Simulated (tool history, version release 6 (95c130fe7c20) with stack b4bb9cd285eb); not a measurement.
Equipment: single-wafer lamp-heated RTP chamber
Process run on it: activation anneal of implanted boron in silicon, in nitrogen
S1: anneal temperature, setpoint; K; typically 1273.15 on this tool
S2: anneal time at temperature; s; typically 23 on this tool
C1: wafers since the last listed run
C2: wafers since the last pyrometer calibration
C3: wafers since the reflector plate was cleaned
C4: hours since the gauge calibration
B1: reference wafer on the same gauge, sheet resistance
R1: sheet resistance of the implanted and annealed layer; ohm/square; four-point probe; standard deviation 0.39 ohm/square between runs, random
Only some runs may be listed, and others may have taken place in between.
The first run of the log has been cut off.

| run | hour | S1 | S2 | C1 | C2 | C3 | C4 | B1 | R1 |
|---|---|---|---|---|---|---|---|---|---|
|  | 23.9 | pyrometer window cleaned and pyrometer calibrated |
| 2 | 69.7 | 1286.15 | 27 | 719 | 534 | 2643 | 4382.6 | 200.92 | 219.06 |
| 3 | 164.2 | 1273.15 | 33 | 1102 | 1636 | 3745 | 4477.1 | 200.98 | 219.72 |
| 4 | 201.9 | 1273.15 | 30 | 439 | 2076 | 4185 | 4514.8 | 201.05 | 219.50 |
| 5 | 275.1 | 1273.15 | 30 | 854 | 2930 | 5039 | 4588.0 | 201.19 | 219.20 |
| 6 | 375.5 | 1252.15 | 23 | 1171 | 4102 | 6211 | 4688.4 | 201.02 | 224.61 |
| 7 | 436.9 | 1252.15 | 23 | 716 | 4818 | 6927 | 4749.8 | 200.89 | 224.13 |
| 8 | 487.2 | 1273.15 | 23 | 586 | 5405 | 7514 | 4800.1 | 200.94 | 219.76 |
|  | 528.3 | pyrometer window cleaned and pyrometer calibrated, repeated, since the last time left the tool worse |
| 9 | 528.8 | 1273.15 | 23 | 392 | 6 | 7906 | 4841.7 | 200.97 | 222.16 |
| 10 | 580.2 | 1273.15 | 23 | 599 | 605 | 8506 | 4893.1 | 200.87 | 222.41 |
| 11 | 620.6 | 1294.15 | 31 | 471 | 1077 | 8977 | 4933.5 | 200.89 | 219.11 |
| 12 | 702.4 | 1294.15 | 31 | 954 | 2031 | 9931 | 5015.3 | 201.10 | 219.08 |
|  | 707.9 | gauge calibrated |
| 13 | 795.2 | 1293.15 | 33 | 1082 | 3114 | 11014 | 87.3 | 201.08 | 218.84 |
|  | 1001.0 | reflector plate cleaned |
| 14 | 1048.2 | 1263.15 | 33 | 2858 | 5973 | 550 | 340.3 | 201.09 | 222.76 |
| 15 | 1099.9 | 1273.15 | 23 | 603 | 6576 | 1153 | 392.0 | 200.92 | 221.19 |
|  | 1183.2 | pyrometer window cleaned and pyrometer calibrated |
| 16 | 1412.5 | 1261.15 | 23 | 3554 | 2675 | 4707 | 704.6 | 200.91 | 224.74 |
| 17 | 1505.7 | 1295.15 | 23 | 1087 | 3762 | 5795 | 797.8 | 200.91 | 219.27 |
| 18 | 1573.8 | 1250.15 | 13 | 794 | 4557 | 6589 | 865.9 | 200.97 | 234.05 |
| 19 | 1631.0 | 1251.15 | 18 | 667 | 5224 | 7257 | 923.1 | 201.10 | 230.15 |

Forecast run 20:
| 20 | 1707.6 | 1248.15 | 23 | 893 | 6118 | 8151 | 999.7 | ? | ? |

B1: 201.05
R1: 230.91 ohm/square
Without the tool's hidden state the same run would have given R1 233.69 ohm/square.

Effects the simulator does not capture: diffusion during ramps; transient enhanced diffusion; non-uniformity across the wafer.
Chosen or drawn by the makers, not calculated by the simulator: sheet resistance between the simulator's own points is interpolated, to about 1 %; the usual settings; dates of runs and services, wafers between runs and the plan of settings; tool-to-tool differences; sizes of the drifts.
